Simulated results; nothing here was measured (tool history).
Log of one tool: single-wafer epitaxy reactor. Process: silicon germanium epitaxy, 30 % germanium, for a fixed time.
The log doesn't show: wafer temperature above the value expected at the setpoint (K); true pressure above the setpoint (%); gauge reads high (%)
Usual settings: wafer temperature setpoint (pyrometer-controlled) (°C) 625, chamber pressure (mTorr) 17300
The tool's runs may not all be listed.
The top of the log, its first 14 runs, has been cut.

run     day  wafer temperature setpoint (pyrometer-controlled) (°C)  chamber pressure (mTorr)  wafers since the last listed run  hours since the last pyrometer calibration  hours since the last manometer calibration  hours since the showerhead was replaced  hours since the gauge calibration  read-back reference wafer on the same gauge, thickness_nm  mean film thickness on the monitor wafer (nm)
 15  14.938                                                     621                     17300                               238                                      2022.4                                      2742.4                                   3361.5                              526.9                                                     82.291                                         87.108
 16  15.833                                                     619                     17300                               321                                      2043.9                                      2763.9                                     3383                              548.4                                                     82.262                                         84.436
 17  16.504                                                     619                     17300                               240                                        2060                                        2780                                   3399.1                              564.5                                                     82.371                                         84.087
 18   17.45                                                     629                     17300                               338                                      2082.7                                      2802.7                                   3421.8                              587.2                                                     82.263                                        100.825
 19  18.733                                                     625                     17300                               459                                      2113.5                                      2833.5                                   3452.6                                618                                                     82.286                                         93.465
 20  20.062                                                     625                     13900                               476                                      2145.4                                      2865.4                                   3484.5                              649.9                                                      82.36                                         86.166
 21  24.404                                                     613                     21300                              1556                                      2249.6                                      2969.6                                   3588.7                              754.1                                                      82.27                                         82.482
     25.175  -- capacitance manometer re-zeroed and calibrated
 22  25.683                                                     610                     17300                               338                                      2280.3                                        12.2                                   3619.4                              784.8                                                     82.331                                         72.214
     26.646  -- gauge calibrated
 23  29.446                                                     611                     21200                              1348                                      2370.6                                       102.5                                   3709.7                               67.2                                                     82.276                                         79.126
 24  30.517                                                     618                     14900                               383                                      2396.3                                       128.2                                   3735.4                               92.9                                                     82.311                                         79.014
 25  31.375                                                     621                     17300                               307                                      2416.9                                       148.8                                     3756                              113.5                                                     82.329                                         88.259
 26  32.288                                                     611                     21200                               327                                      2438.8                                       170.7                                   3777.9                              135.4                                                     82.386                                         80.423
 27    33.2                                                     639                     14200                               327                                      2460.7                                       192.6                                   3799.8                              157.3                                                      82.36                                        112.367
     33.704  -- pyrometer calibrated
 28  33.829                                                     640                     15400                               106                                           3                                       207.7                                   3814.9                              172.4                                                     82.328                                        112.304
 29  35.225                                                     611                     15800                               500                                        36.5                                       241.2                                   3848.4                              205.9                                                     82.413                                         68.034
     36.067  -- showerhead replaced
 30  36.438                                                     625                     17300                               315                                        65.6                                       270.3                                      8.9                                235                                                     82.365                                         89.974
 31  39.588                                                     625                     17300                              1128                                       141.2                                       345.9                                     84.5                              310.6                                                     82.319                                         90.533
 32    40.9                                                     634                     14900                               470                                       172.7                                       377.4                                      116                              342.1                                                     82.372                                         99.812
 33  42.233                                                     625                     17300                               477                                       204.7                                       409.4                                      148                              374.1                                                     82.255                                         89.956
 34  43.433                                                     625                     17300                               430                                       233.5                                       438.2                                    176.8                              402.9                                                     82.377                                         90.116
 35  44.262                                                     634                     15600                               297                                       253.4                                       458.1                                    196.7                              422.8                                                     82.194                                        101.472
 36  45.183                                                     616                     14600                               330                                       275.5                                       480.2                                    218.8                              444.9                                                     82.397                                         72.421

Forecast each of these 3 alternatives for the next run:
  A  45.2                                                     640                     17300                                 5                                       275.9                                       480.6                                    219.2                              445.3                                                          ?                                              ?
  B  45.2                                                     639                     20700                                 5                                       275.9                                       480.6                                    219.2                              445.3                                                          ?                                              ?
  C  45.2                                                     633                     17300                                 5                                       275.9                                       480.6                                    219.2                              445.3                                                          ?                                              ?

run  read-back reference wafer on the same gauge, thickness_nm  mean film thickness on the monitor wafer (nm)
  A                                                     82.215                                        116.775
  B                                                     82.215                                        122.965
  C                                                     82.215                                        103.569
Had the tool no hidden state, the same runs would have come out as:
run  mean film thickness on the monitor wafer (nm)
  A                                        117.046
  B                                        123.251
  C                                        103.813
